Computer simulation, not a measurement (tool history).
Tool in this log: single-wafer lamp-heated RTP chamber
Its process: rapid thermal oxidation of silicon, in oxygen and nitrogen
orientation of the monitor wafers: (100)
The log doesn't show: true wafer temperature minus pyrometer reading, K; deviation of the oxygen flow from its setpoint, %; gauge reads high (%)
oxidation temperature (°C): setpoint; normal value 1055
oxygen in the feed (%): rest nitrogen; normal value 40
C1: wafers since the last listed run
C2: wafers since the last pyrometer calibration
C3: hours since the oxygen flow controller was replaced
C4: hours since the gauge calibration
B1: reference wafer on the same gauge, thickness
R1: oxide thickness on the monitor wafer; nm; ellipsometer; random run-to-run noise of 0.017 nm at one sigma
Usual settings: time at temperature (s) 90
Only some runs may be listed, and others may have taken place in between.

run 1 hour=0 | oxidation_temperature_(°C)=1055 time_at_temperature_(s)=90 oxygen_in_the_feed_(%)=40 | C1=0 C2=1855 C3=6429.3 C4=1602.5 | B1=7.343 | R1=7.675
run 2 hour=98.8 | oxidation_temperature_(°C)=1055 time_at_temperature_(s)=90 oxygen_in_the_feed_(%)=40 | C1=887 C2=2743 C3=6528.1 C4=1701.3 | B1=7.336 | R1=7.669
run 3 hour=211 | oxidation_temperature_(°C)=1055 time_at_temperature_(s)=90 oxygen_in_the_feed_(%)=40 | C1=1008 C2=3752 C3=6640.3 C4=1813.5 | B1=7.333 | R1=7.648
-- hour=221.1 pyrometer window cleaned and pyrometer calibrated
run 4 hour=304.1 | oxidation_temperature_(°C)=1055 time_at_temperature_(s)=90 oxygen_in_the_feed_(%)=40 | C1=764 C2=745 C3=6733.4 C4=1906.6 | B1=7.332 | R1=7.665
run 5 hour=403.7 | oxidation_temperature_(°C)=1055 time_at_temperature_(s)=113 oxygen_in_the_feed_(%)=40 | C1=895 C2=1641 C3=6833 C4=2006.2 | B1=7.332 | R1=8.486
run 6 hour=466.9 | oxidation_temperature_(°C)=1055 time_at_temperature_(s)=90 oxygen_in_the_feed_(%)=40 | C1=568 C2=2209 C3=6896.2 C4=2069.4 | B1=7.322 | R1=7.658
run 7 hour=570.5 | oxidation_temperature_(°C)=1055 time_at_temperature_(s)=90 oxygen_in_the_feed_(%)=40 | C1=931 C2=3140 C3=6999.8 C4=2173 | B1=7.32 | R1=7.668
run 8 hour=617.6 | oxidation_temperature_(°C)=1055 time_at_temperature_(s)=103 oxygen_in_the_feed_(%)=30 | C1=423 C2=3563 C3=7046.9 C4=2220.1 | B1=7.319 | R1=7.351
-- hour=663.1 pyrometer window cleaned and pyrometer calibrated
run 9 hour=685.9 | oxidation_temperature_(°C)=1055 time_at_temperature_(s)=103 oxygen_in_the_feed_(%)=30 | C1=541 C2=204 C3=7115.2 C4=2288.4 | B1=7.311 | R1=7.321
-- hour=750.1 oxygen flow controller replaced
run 10 hour=759.5 | oxidation_temperature_(°C)=1055 time_at_temperature_(s)=90 oxygen_in_the_feed_(%)=40 | C1=589 C2=794 C3=9.4 C4=2362 | B1=7.311 | R1=7.65
run 11 hour=839.7 | oxidation_temperature_(°C)=1055 time_at_temperature_(s)=90 oxygen_in_the_feed_(%)=23 | C1=720 C2=1515 C3=89.6 C4=2442.2 | B1=7.301 | R1=6.283
-- hour=848.1 gauge calibrated
run 12 hour=890.7 | oxidation_temperature_(°C)=1055 time_at_temperature_(s)=90 oxygen_in_the_feed_(%)=40 | C1=458 C2=1973 C3=140.6 C4=42.6 | B1=7.432 | R1=7.748
-- hour=1049.6 pyrometer window cleaned and pyrometer calibrated
run 13 hour=1050.1 | oxidation_temperature_(°C)=1055 time_at_temperature_(s)=72 oxygen_in_the_feed_(%)=40 | C1=1360 C2=4 C3=300 C4=202 | B1=7.421 | R1=7.014
run 14 hour=1121 | oxidation_temperature_(°C)=1034 time_at_temperature_(s)=101 oxygen_in_the_feed_(%)=40 | C1=637 C2=642 C3=370.9 C4=272.9 | B1=7.421 | R1=7.084
run 15 hour=1204.9 | oxidation_temperature_(°C)=1044 time_at_temperature_(s)=135 oxygen_in_the_feed_(%)=30 | C1=754 C2=1396 C3=454.8 C4=356.8 | B1=7.415 | R1=7.801
run 16 hour=1286.9 | oxidation_temperature_(°C)=1055 time_at_temperature_(s)=90 oxygen_in_the_feed_(%)=32 | C1=736 C2=2133 C3=536.8 C4=438.8 | B1=7.421 | R1=7.162
run 17 hour=1366.2 | oxidation_temperature_(°C)=1055 time_at_temperature_(s)=90 oxygen_in_the_feed_(%)=40 | C1=712 C2=2845 C3=616.1 C4=518.1 | B1=7.414 | R1=7.77
run 18 hour=1431.8 | oxidation_temperature_(°C)=1074 time_at_temperature_(s)=57 oxygen_in_the_feed_(%)=40 | C1=589 C2=3435 C3=681.7 C4=583.7 | B1=7.407 | R1=7.196
-- hour=1484.6 pyrometer window cleaned and pyrometer calibrated
run 19 hour=1485.1 | oxidation_temperature_(°C)=1055 time_at_temperature_(s)=133 oxygen_in_the_feed_(%)=40 | C1=407 C2=4 C3=735 C4=637 | B1=7.405 | R1=9.22
run 20 hour=1582.6 | oxidation_temperature_(°C)=1035 time_at_temperature_(s)=90 oxygen_in_the_feed_(%)=62 | C1=876 C2=881 C3=832.5 C4=734.5 | B1=7.401 | R1=7.847
run 21 hour=1671.3 | oxidation_temperature_(°C)=1055 time_at_temperature_(s)=90 oxygen_in_the_feed_(%)=54 | C1=797 C2=1678 C3=921.2 C4=823.2 | B1=7.396 | R1=8.599
run 22 hour=1779.1 | oxidation_temperature_(°C)=1066 time_at_temperature_(s)=119 oxygen_in_the_feed_(%)=30 | C1=968 C2=2647 C3=1029 C4=931 | B1=7.394 | R1=8.509
run 23 hour=1818 | oxidation_temperature_(°C)=1068 time_at_temperature_(s)=130 oxygen_in_the_feed_(%)=61 | C1=349 C2=2996 C3=1067.9 C4=969.9 | B1=7.385 | R1=11.592
run 24 hour=1860.3 | oxidation_temperature_(°C)=1055 time_at_temperature_(s)=90 oxygen_in_the_feed_(%)=40 | C1=380 C2=3376 C3=1110.2 C4=1012.2 | B1=7.388 | R1=7.699
-- hour=1927 pyrometer window cleaned and pyrometer calibrated
run 25 hour=1934.5 | oxidation_temperature_(°C)=1068 time_at_temperature_(s)=90 oxygen_in_the_feed_(%)=64 | C1=594 C2=67 C3=1184.4 C4=1086.4 | B1=7.38 | R1=9.952
run 26 hour=1983.8 | oxidation_temperature_(°C)=1083 time_at_temperature_(s)=48 oxygen_in_the_feed_(%)=63 | C1=443 C2=510 C3=1233.7 C4=1135.7 | B1=7.379 | R1=8.269

Each row is a separate what-if for the run after 26, all from the same tool condition, not one after another. Results?
run A hour=1984.3 | oxidation_temperature_(°C)=1055 time_at_temperature_(s)=90 oxygen_in_the_feed_(%)=40 | C1=4 C2=514 C3=1234.2 C4=1136.2 | B1=? | R1=?
run B hour=1984.3 | oxidation_temperature_(°C)=1055 time_at_temperature_(s)=105 oxygen_in_the_feed_(%)=40 | C1=4 C2=514 C3=1234.2 C4=1136.2 | B1=? | R1=?
run C hour=1984.3 | oxidation_temperature_(°C)=1035 time_at_temperature_(s)=51 oxygen_in_the_feed_(%)=40 | C1=4 C2=514 C3=1234.2 C4=1136.2 | B1=? | R1=?
run D hour=1984.3 | oxidation_temperature_(°C)=1055 time_at_temperature_(s)=69 oxygen_in_the_feed_(%)=40 | C1=4 C2=514 C3=1234.2 C4=1136.2 | B1=? | R1=?

run=A B1=7.381 R1=7.708
run=B B1=7.381 R1=8.262
run=C B1=7.381 R1=5.248
run=D B1=7.381 R1=6.85
With no hidden state in the tool, these same runs would have given:
run=A R1=7.77
run=B R1=8.327
run=C R1=5.29
run=D R1=6.904
